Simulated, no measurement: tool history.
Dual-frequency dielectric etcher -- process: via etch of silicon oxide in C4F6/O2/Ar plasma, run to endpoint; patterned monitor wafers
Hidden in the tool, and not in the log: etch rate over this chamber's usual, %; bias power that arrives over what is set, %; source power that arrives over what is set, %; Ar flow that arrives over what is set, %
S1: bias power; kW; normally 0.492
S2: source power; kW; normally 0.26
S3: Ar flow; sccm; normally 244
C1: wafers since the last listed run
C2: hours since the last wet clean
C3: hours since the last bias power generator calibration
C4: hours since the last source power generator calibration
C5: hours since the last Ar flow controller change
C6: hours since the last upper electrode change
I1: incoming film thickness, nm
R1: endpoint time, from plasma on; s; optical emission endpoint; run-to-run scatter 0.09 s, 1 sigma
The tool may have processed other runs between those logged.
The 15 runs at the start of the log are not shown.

run	day	S1	S2	S3	C1	C2	C3	C4	C5	C6	I1	R1
16	7.988	0.418	0.31	261	174	17.6	142.6	3514.2	2645.5	4923.7	119.1	29.2
17	8.417	0.492	0.26	244	184	27.9	152.9	3524.5	2655.8	4934	117.4	29.8
# day 8.7: Ar flow controller replaced
# day 8.767: source power generator calibrated
18	9.046	0.604	0.26	204	134	43	168	6.7	8.3	4949.1	118.4	27.5
19	9.55	0.492	0.26	189	217	55.1	180.1	18.8	20.4	4961.2	119.1	29.2
20	10.121	0.54	0.29	244	245	68.8	193.8	32.5	34.1	4974.9	118.3	27.7
# day 11.146: upper electrode replaced
21	11.167	0.492	0.28	244	19	93.9	218.9	57.6	59.2	0.5	117.6	28.8
22	11.85	0.492	0.26	244	294	110.3	235.3	74	75.6	16.9	118.5	30.2
23	12.496	0.431	0.31	244	278	125.8	250.8	89.5	91.1	32.4	118.5	28.5
24	13.208	0.378	0.21	244	306	142.9	267.9	106.6	108.2	49.5	117.2	36.5
25	13.558	0.427	0.26	281	150	151.3	276.3	115	116.6	57.9	118.5	32.3
26	14.238	0.611	0.28	185	292	167.6	292.6	131.3	132.9	74.2	117.3	25.8
27	14.838	0.42	0.23	280	258	182	307	145.7	147.3	88.6	118.2	34.4
28	15.233	0.597	0.26	244	170	191.5	316.5	155.2	156.8	98.1	118.2	28.6
29	15.771	0.492	0.22	225	231	204.4	329.4	168.1	169.7	111	118.5	33
30	16.479	0.492	0.26	244	305	221.4	346.4	185.1	186.7	128	118.5	30.4

Forecast each of these 3 alternatives for the next run:
A	16.496	0.492	0.26	244	7	221.8	346.8	185.5	187.1	128.4	118.7	?
B	16.496	0.375	0.31	204	7	221.8	346.8	185.5	187.1	128.4	118.7	?
C	16.496	0.396	0.32	244	7	221.8	346.8	185.5	187.1	128.4	118.7	?

run	R1
A	30.5
B	29.3
C	29.1
What these runs would have given with no unlogged condition in the tool:
run	R1
A	30.1
B	28.9
C	28.8

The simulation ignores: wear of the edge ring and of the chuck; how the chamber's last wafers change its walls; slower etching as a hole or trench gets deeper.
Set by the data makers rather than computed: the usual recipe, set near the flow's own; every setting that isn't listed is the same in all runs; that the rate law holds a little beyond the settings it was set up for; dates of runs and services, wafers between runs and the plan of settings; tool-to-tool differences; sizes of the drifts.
